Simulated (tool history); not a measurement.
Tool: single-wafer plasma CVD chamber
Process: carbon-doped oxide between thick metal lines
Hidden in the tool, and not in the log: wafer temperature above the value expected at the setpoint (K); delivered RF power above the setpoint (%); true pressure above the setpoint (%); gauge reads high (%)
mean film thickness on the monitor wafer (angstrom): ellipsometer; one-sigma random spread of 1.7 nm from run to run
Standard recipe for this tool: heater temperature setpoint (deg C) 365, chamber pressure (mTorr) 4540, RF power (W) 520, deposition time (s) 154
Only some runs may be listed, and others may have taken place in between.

run   hour  heater temperature setpoint (deg C)  chamber pressure (mTorr)  RF power (W)  deposition time (s)  wafers since the last listed run  hours since the last thermocouple change  hours since the last RF generator calibration  hours since the last manometer calibration  hours since the showerhead was replaced  hours since the gauge calibration  read-back reference wafer on the same gauge, thickness_nm  mean film thickness on the monitor wafer (angstrom)
  1      0                                  365                      4540           520                  154                                 0                                    2125.1                                         1973.8                                        1519                                      1.9                              522.2                                                    613.995                                              7109.29
       6.6  -- gauge calibrated
      11.9  -- capacitance manometer re-zeroed and calibrated
  2   12.4                                  365                      4540           520                  154                                58                                    2137.5                                         1986.2                                         0.5                                     14.3                                5.8                                                    614.046                                              7119.72
  3   18.4                                  365                      4540           520                  154                                79                                    2143.5                                         1992.2                                         6.5                                     20.3                               11.8                                                    613.997                                              7127.34
  4   27.2                                  351                      5560           520                  145                               117                                    2152.3                                           2001                                        15.3                                     29.1                               20.6                                                    614.063                                               7076.4
  5   36.4                                  352                      5180           620                  182                               122                                    2161.5                                         2010.2                                        24.5                                     38.3                               29.8                                                    613.953                                               9689.6
  6   50.6                                  365                      4540           520                  161                               189                                    2175.7                                         2024.4                                        38.7                                     52.5                                 44                                                    613.777                                               7412.7
  7   67.8                                  376                      3700           545                  181                               229                                    2192.9                                         2041.6                                        55.9                                     69.7                               61.2                                                    613.991                                              8251.44
  8   83.7                                  356                      5460           545                  154                               211                                    2208.8                                         2057.5                                        71.8                                     85.6                               77.1                                                    614.048                                              7636.01
  9   90.8                                  374                      4540           520                  154                                94                                    2215.9                                         2064.6                                        78.9                                     92.7                               84.2                                                    613.845                                              7016.89
 10  102.4                                  365                      4540           520                  154                               154                                    2227.5                                         2076.2                                        90.5                                    104.3                               95.8                                                     614.01                                              7113.54
 11  110.8                                  365                      4540           520                  154                               111                                    2235.9                                         2084.6                                        98.9                                    112.7                              104.2                                                    614.238                                              7132.06
 12    121                                  365                      5550           520                  176                               135                                    2246.1                                         2094.8                                       109.1                                    122.9                              114.4                                                    614.266                                              8335.83
 13  131.8                                  350                      5090           495                  166                               143                                    2256.9                                         2105.6                                       119.9                                    133.7                              125.2                                                    614.114                                              7851.95
     141.7  -- thermocouple changed; heater temperature recalibrated
 14  149.4                                  365                      4540           520                  154                               127                                       7.7                                         2123.2                                       137.5                                    151.3                              142.8                                                    614.096                                              7145.32
 15  160.7                                  365                      3480           520                  154                               150                                        19                                         2134.5                                       148.8                                    162.6                              154.1                                                    613.778                                              6940.86
     172.6  -- RF generator calibrated
 16  173.1                                  356                      5460           545                  154                                58                                      31.4                                            0.5                                       161.2                                      175                              166.5                                                    614.101                                              7856.33
 17  180.2                                  365                      5620           520                  154                                94                                      38.5                                            7.6                                       168.3                                    182.1                              173.6                                                    613.984                                              7500.17
 18  195.4                                  380                      3680           520                  127                               202                                      53.7                                           22.8                                       183.5                                    197.3                              188.8                                                    614.169                                              5769.44
 19  211.8                                  365                      4540           520                  154                               218                                      70.1                                           39.2                                       199.9                                    213.7                              205.2                                                    613.881                                               7361.7
 20  221.4                                  365                      4540           555                  154                               127                                      79.7                                           48.8                                       209.5                                    223.3                              214.8                                                    613.929                                              7644.84
 21  236.3                                  354                      5310           520                  168                               198                                      94.6                                           63.7                                       224.4                                    238.2                              229.7                                                    613.564                                              8354.41
 22  250.1                                  365                      3660           565                  154                               183                                     108.4                                           77.5                                       238.2                                      252                              243.5                                                    613.855                                              7543.99
 23  257.5                                  370                      4150           575                  146                                98                                     115.8                                           84.9                                       245.6                                    259.4                              250.9                                                    613.755                                              7238.94
 24  263.8                                  365                      4540           520                  154                                83                                     122.1                                           91.2                                       251.9                                    265.7                              257.2                                                    613.953                                              7368.95
 25  280.1                                  358                      4540           520                  154                               217                                     138.4                                          107.5                                       268.2                                      282                              273.5                                                    614.184                                              7449.62
 26  288.7                                  352                      4540           555                  154                               114                                       147                                          116.1                                       276.8                                    290.6                              282.1                                                    613.927                                                 7860
 27  303.2                                  365                      4540           520                  154                               193                                     161.5                                          130.6                                       291.3                                    305.1                              296.6                                                    614.314                                                 7345

Entry by entry between the runs, the difference in hidden state between the last listed run before and the first listed run after:
In the gap between runs 1 and 2: gauge calibrated (hour 6.6); capacitance manometer re-zeroed and calibrated (hour 11.9)
  delivered RF power above the setpoint (%): -5.89 -> -5.92
  the result without the hidden state subtracted from the measured one, mean film thickness on the monitor wafer (angstrom): -242.85 -> -244.77
In the gap between runs 13 and 14: thermocouple changed; heater temperature recalibrated (hour 141.7)
  delivered RF power above the setpoint (%): -6.27 -> -6.32
  the result without the hidden state subtracted from the measured one, mean film thickness on the monitor wafer (angstrom): -291.01 -> -263.15
In the gap between runs 15 and 16: RF generator calibrated (hour 172.6)
  delivered RF power above the setpoint (%): -6.35 -> -0.387
  the result without the hidden state subtracted from the measured one, mean film thickness on the monitor wafer (angstrom): -257.03 -> -16.85
